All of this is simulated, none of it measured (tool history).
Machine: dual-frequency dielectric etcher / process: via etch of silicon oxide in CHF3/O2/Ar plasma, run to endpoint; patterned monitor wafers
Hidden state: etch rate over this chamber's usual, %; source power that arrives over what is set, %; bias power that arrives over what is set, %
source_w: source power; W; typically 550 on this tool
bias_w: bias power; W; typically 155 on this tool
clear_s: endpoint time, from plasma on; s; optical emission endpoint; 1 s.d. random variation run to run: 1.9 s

run	hour	source_w	bias_w	wafers since the last listed run	hours since the last wet clean	hours since the last source power generator calibration	hours since the last bias power generator calibration	hours since the last upper electrode change	incoming incoming film thickness, nm	clear_s
1	0.0	640	126	0	92.9	4139.5	2490.3	5002.0	527.4	250.2
2	24.1	640	126	139	117.0	4163.6	2514.4	5026.1	531.6	252.6
3	50.6	550	155	153	143.5	4190.1	2540.9	5052.6	530.3	257.2
4	81.3	550	155	177	174.2	4220.8	2571.6	5083.3	540.2	257.4
5	152.1	550	165	409	245.0	4291.6	2642.4	5154.1	529.4	250.0
6	209.8	550	165	333	302.7	4349.3	2700.1	5211.8	531.5	254.8
7	280.5	550	165	409	373.4	4420.0	2770.8	5282.5	530.3	254.0
8	313.2	480	155	189	406.1	4452.7	2803.5	5315.2	524.2	273.9
9	347.7	550	155	199	440.6	4487.2	2838.0	5349.7	529.2	256.7
10	398.1	550	155	291	491.0	4537.6	2888.4	5400.1	524.7	254.8
# hour 424.1: bias power generator calibrated
11	433.4	550	155	181	526.3	4572.9	9.3	5435.4	531.9	257.9
12	460.8	550	155	158	553.7	4600.3	36.7	5462.8	531.5	257.6
13	505.6	550	118	259	598.5	4645.1	81.5	5507.6	531.7	277.0
# hour 562.7: wet clean of the chamber
14	563.2	500	187	194	0.5	4702.7	139.1	5565.2	533.3	260.3
# hour 599.3: upper electrode replaced
15	599.8	550	155	72	37.1	4739.3	175.7	0.5	536.0	263.7
16	629.4	550	165	171	66.7	4768.9	205.3	30.1	534.8	254.7
17	669.8	440	140	233	107.1	4809.3	245.7	70.5	528.7	296.1
18	701.0	660	187	180	138.3	4840.5	276.9	101.7	534.4	222.8
# hour 724.0: source power generator calibrated
19	742.1	680	170	214	179.4	18.1	318.0	142.8	532.2	226.1
20	850.9	660	179	629	288.2	126.9	426.8	251.6	531.3	225.3
21	986.9	660	131	786	424.2	262.9	562.8	387.6	529.3	244.4
22	1017.2	510	176	175	454.5	293.2	593.1	417.9	530.3	259.4
23	1054.8	550	165	217	492.1	330.8	630.7	455.5	531.1	252.5

Forecast each of these 5 alternatives for the next run:
A	1055.3	550	155	2	492.6	331.3	631.2	456.0	529.9	?
B	1055.3	590	134	2	492.6	331.3	631.2	456.0	529.9	?
C	1055.3	450	155	2	492.6	331.3	631.2	456.0	529.9	?
D	1055.3	640	193	2	492.6	331.3	631.2	456.0	529.9	?
E	1055.3	690	118	2	492.6	331.3	631.2	456.0	529.9	?

run	clear_s
A	253.9
B	255.0
C	283.6
D	220.0
E	243.5
With no hidden state in the tool, these same runs would have given:
run	clear_s
A	253.9
B	255.0
C	283.6
D	220.0
E	243.5
